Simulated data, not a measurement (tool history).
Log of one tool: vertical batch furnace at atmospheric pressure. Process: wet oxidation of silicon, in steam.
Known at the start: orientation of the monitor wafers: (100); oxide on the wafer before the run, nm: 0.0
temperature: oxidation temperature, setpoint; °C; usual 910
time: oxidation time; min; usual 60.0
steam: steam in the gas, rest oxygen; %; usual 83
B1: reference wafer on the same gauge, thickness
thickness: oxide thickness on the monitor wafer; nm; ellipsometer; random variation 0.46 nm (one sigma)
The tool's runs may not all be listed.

{"run": 1, "hour": 0.0, "temperature": 910, "time": 60.0, "steam": 83, "B1": 173.01, "thickness": 143.97}
{"run": 2, "hour": 49.0, "temperature": 910, "time": 60.0, "steam": 83, "B1": 173.17, "thickness": 144.48}
{"run": 3, "hour": 143.9, "temperature": 910, "time": 83.0, "steam": 83, "B1": 172.94, "thickness": 191.7}
{"run": 4, "hour": 220.7, "temperature": 910, "time": 83.0, "steam": 83, "B1": 173.02, "thickness": 193.06}
{"run": 5, "hour": 297.2, "temperature": 910, "time": 83.0, "steam": 83, "B1": 173.03, "thickness": 191.81}
{"run": 6, "hour": 363.8, "temperature": 910, "time": 60.0, "steam": 88, "B1": 172.83, "thickness": 151.92}
{"run": 7, "hour": 444.2, "temperature": 910, "time": 60.0, "steam": 88, "B1": 172.9, "thickness": 151.78}
{"run": 8, "hour": 496.0, "temperature": 910, "time": 60.0, "steam": 83, "B1": 172.97, "thickness": 144.96}
{"run": 9, "hour": 532.4, "temperature": 910, "time": 60.0, "steam": 83, "B1": 173.15, "thickness": 144.48}
{"run": 10, "hour": 634.2, "temperature": 910, "time": 60.0, "steam": 83, "B1": 172.89, "thickness": 143.76}
{"run": 11, "hour": 702.1, "temperature": 895, "time": 60.0, "steam": 83, "B1": 172.94, "thickness": 116.35}
{"run": 12, "hour": 793.8, "temperature": 910, "time": 60.0, "steam": 78, "B1": 173.07, "thickness": 136.14}
{"run": 13, "hour": 862.2, "temperature": 910, "time": 60.0, "steam": 78, "B1": 172.85, "thickness": 135.78}
{"run": 14, "hour": 910.2, "temperature": 910, "time": 60.0, "steam": 83, "B1": 173.03, "thickness": 142.99}
{"run": 15, "hour": 984.6, "temperature": 910, "time": 60.0, "steam": 83, "B1": 172.87, "thickness": 144.25}
{"run": 16, "hour": 1073.6, "temperature": 910, "time": 60.0, "steam": 83, "B1": 173.06, "thickness": 143.34}
{"run": 17, "hour": 1133.1, "temperature": 910, "time": 60.0, "steam": 78, "B1": 173.02, "thickness": 135.57}
{"run": 18, "hour": 1217.6, "temperature": 902, "time": 60.0, "steam": 75, "B1": 172.87, "thickness": 117.37}
{"run": 19, "hour": 1312.5, "temperature": 898, "time": 44.0, "steam": 83, "B1": 173.09, "thickness": 91.32}
{"run": 20, "hour": 1350.1, "temperature": 910, "time": 60.0, "steam": 93, "B1": 172.79, "thickness": 158.23}
{"run": 21, "hour": 1652.0, "temperature": 924, "time": 60.0, "steam": 79, "B1": 173.05, "thickness": 160.0}
{"run": 22, "hour": 1728.4, "temperature": 910, "time": 31.5, "steam": 79, "B1": 172.97, "thickness": 75.52}
{"run": 23, "hour": 1823.9, "temperature": 886, "time": 80.5, "steam": 87, "B1": 172.97, "thickness": 136.92}
{"run": 24, "hour": 1888.8, "temperature": 923, "time": 79.5, "steam": 83, "B1": 172.86, "thickness": 208.94}
{"run": 25, "hour": 1930.4, "temperature": 910, "time": 60.0, "steam": 88, "B1": 173.0, "thickness": 149.45}
{"run": 26, "hour": 2045.6, "temperature": 887, "time": 60.0, "steam": 92, "B1": 173.04, "thickness": 114.41}
{"run": 27, "hour": 2092.7, "temperature": 910, "time": 60.0, "steam": 83, "B1": 172.98, "thickness": 144.73}
{"run": 28, "hour": 2193.3, "temperature": 910, "time": 69.0, "steam": 79, "B1": 172.95, "thickness": 156.77}
{"run": 29, "hour": 2249.6, "temperature": 923, "time": 81.0, "steam": 83, "B1": 173.11, "thickness": 218.61}
{"run": 30, "hour": 2351.6, "temperature": 889, "time": 41.5, "steam": 78, "B1": 172.9, "thickness": 71.45}
{"run": 31, "hour": 2441.7, "temperature": 910, "time": 33.5, "steam": 83, "B1": 173.12, "thickness": 85.17}
{"run": 32, "hour": 2545.1, "temperature": 900, "time": 44.0, "steam": 91, "B1": 173.13, "thickness": 103.88}
{"run": 33, "hour": 2581.3, "temperature": 924, "time": 60.0, "steam": 71, "B1": 172.94, "thickness": 148.7}
{"run": 34, "hour": 2646.8, "temperature": 902, "time": 60.0, "steam": 87, "B1": 173.15, "thickness": 135.89}
{"run": 35, "hour": 2711.2, "temperature": 910, "time": 60.0, "steam": 83, "B1": 172.94, "thickness": 144.39}
{"run": 36, "hour": 2760.1, "temperature": 910, "time": 60.0, "steam": 83, "B1": 172.98, "thickness": 143.81}
{"run": 37, "hour": 2865.3, "temperature": 910, "time": 60.0, "steam": 83, "B1": 173.05, "thickness": 144.56}
{"run": 38, "hour": 2907.2, "temperature": 910, "time": 43.0, "steam": 83, "B1": 172.86, "thickness": 107.14}

Not shown: 3 entries that the log had between the listed runs. Between which runs, and how does the tool's hidden state differ before and after?
Between runs 10 and 11: thermocouples replaced and temperature profile calibrated (hour 681.6)
  steam share off its setpoint, % of the setpoint: -1.21 -> -1.29
  measured less the result without the state, thickness: -1.56 -> -1.38 nm
Between runs 20 and 21: gauge calibrated (hour 1380.5)
  steam share off its setpoint, % of the setpoint: -2.23 -> -2.78
  measured less the result without the state, thickness: -3.16 -> -3.95 nm
Between runs 25 and 26: steam generator serviced (hour 2008.0)
  steam share off its setpoint, % of the setpoint: -3.36 -> -0.513
  measured less the result without the state, thickness: -4.57 -> -0.54 nm
